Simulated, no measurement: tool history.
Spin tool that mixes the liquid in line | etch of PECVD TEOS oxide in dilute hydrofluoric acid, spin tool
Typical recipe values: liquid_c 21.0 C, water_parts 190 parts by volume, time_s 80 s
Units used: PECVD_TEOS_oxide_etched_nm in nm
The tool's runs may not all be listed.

run	hour	liquid_c	water_parts	time_s	wafers since the last listed run	hours since the thermometer was replaced	hours since the hydrofluoric acid flow meter was replaced	hours since the gauge calibration	read-back film thickness of the PECVD TEOS oxide reference wafer, read on the same gauge (nm)	PECVD_TEOS_oxide_etched_nm
1	0.0	19.5	190	65	0	1382.8	2023.8	100.5	130.01	4.42
2	11.5	19.5	190	65	120	1394.3	2035.3	112.0	130.01	4.41
3	18.4	19.5	190	65	72	1401.2	2042.2	118.9	129.95	4.44
4	28.4	21.0	190	80	105	1411.2	2052.2	128.9	130.02	5.77
5	34.5	21.0	190	80	64	1417.3	2058.3	135.0	130.02	5.72
6	46.0	21.0	190	80	120	1428.8	2069.8	146.5	130.00	5.77
7	58.6	17.5	190	80	132	1441.4	2082.4	159.1	129.98	4.97
8	68.7	21.0	190	80	106	1451.5	2092.5	169.2	129.98	5.73
9	109.1	21.0	190	80	424	1491.9	2132.9	209.6	130.01	5.77
10	153.0	21.0	190	80	461	1535.8	2176.8	253.5	129.99	5.76
11	161.2	21.0	190	80	86	1544.0	2185.0	261.7	130.01	5.79
# hour 169.6: hydrofluoric acid flow meter replaced
12	172.6	21.0	190	80	109	1555.4	3.0	273.1	130.01	6.08
13	190.4	22.0	190	80	187	1573.2	20.8	290.9	130.01	6.35
14	202.5	22.0	190	80	127	1585.3	32.9	303.0	130.01	6.33
15	211.5	24.5	255	65	94	1594.3	41.9	312.0	130.00	3.96
# hour 221.6: gauge calibrated
# hour 224.4: thermometer replaced
16	224.9	24.5	190	80	130	0.5	55.3	3.3	130.00	7.02
17	236.4	21.0	190	80	120	12.0	66.8	14.8	129.99	6.13
18	249.6	21.0	190	80	138	25.2	80.0	28.0	130.03	6.16
# hour 252.3: hydrofluoric acid flow meter replaced, repeated, since the last time left the tool worse
19	262.8	21.0	190	80	128	38.4	10.5	41.2	130.00	5.14
20	276.0	19.5	240	60	138	51.6	23.7	54.4	129.98	2.76
21	290.2	21.0	245	35	149	65.8	37.9	68.6	130.01	1.66
22	307.5	23.0	275	80	181	83.1	55.2	85.9	129.97	3.52
23	318.3	23.0	190	80	113	93.9	66.0	96.7	130.00	5.59
24	329.4	26.0	190	80	116	105.0	77.1	107.8	130.03	6.27
25	344.5	17.5	155	100	158	120.1	92.2	122.9	130.01	7.11
26	356.0	17.0	190	80	120	131.6	103.7	134.4	130.02	4.45
27	367.1	21.0	145	80	116	142.7	114.8	145.5	130.00	7.16
28	384.0	21.0	190	80	177	159.6	131.7	162.4	130.01	5.24

5 options for the next run, each taken on its own from the tool as it stands now. Forecast them:
A	384.4	21.0	135	80	4	160.0	132.1	162.8	?	?
B	384.4	17.0	190	110	4	160.0	132.1	162.8	?	?
C	384.4	17.0	235	50	4	160.0	132.1	162.8	?	?
D	384.4	21.0	190	55	4	160.0	132.1	162.8	?	?
E	384.4	17.0	275	80	4	160.0	132.1	162.8	?	?

run	read-back film thickness of the PECVD TEOS oxide reference wafer, read on the same gauge (nm)	PECVD_TEOS_oxide_etched_nm
A	130.00	7.73
B	130.00	6.09
C	130.00	2.15
D	130.00	3.56
E	130.00	2.84
Stripped of hidden state, with their random variation kept, the same runs would have yielded:
run	PECVD_TEOS_oxide_etched_nm
A	7.68
B	6.05
C	2.14
D	3.54
E	2.82
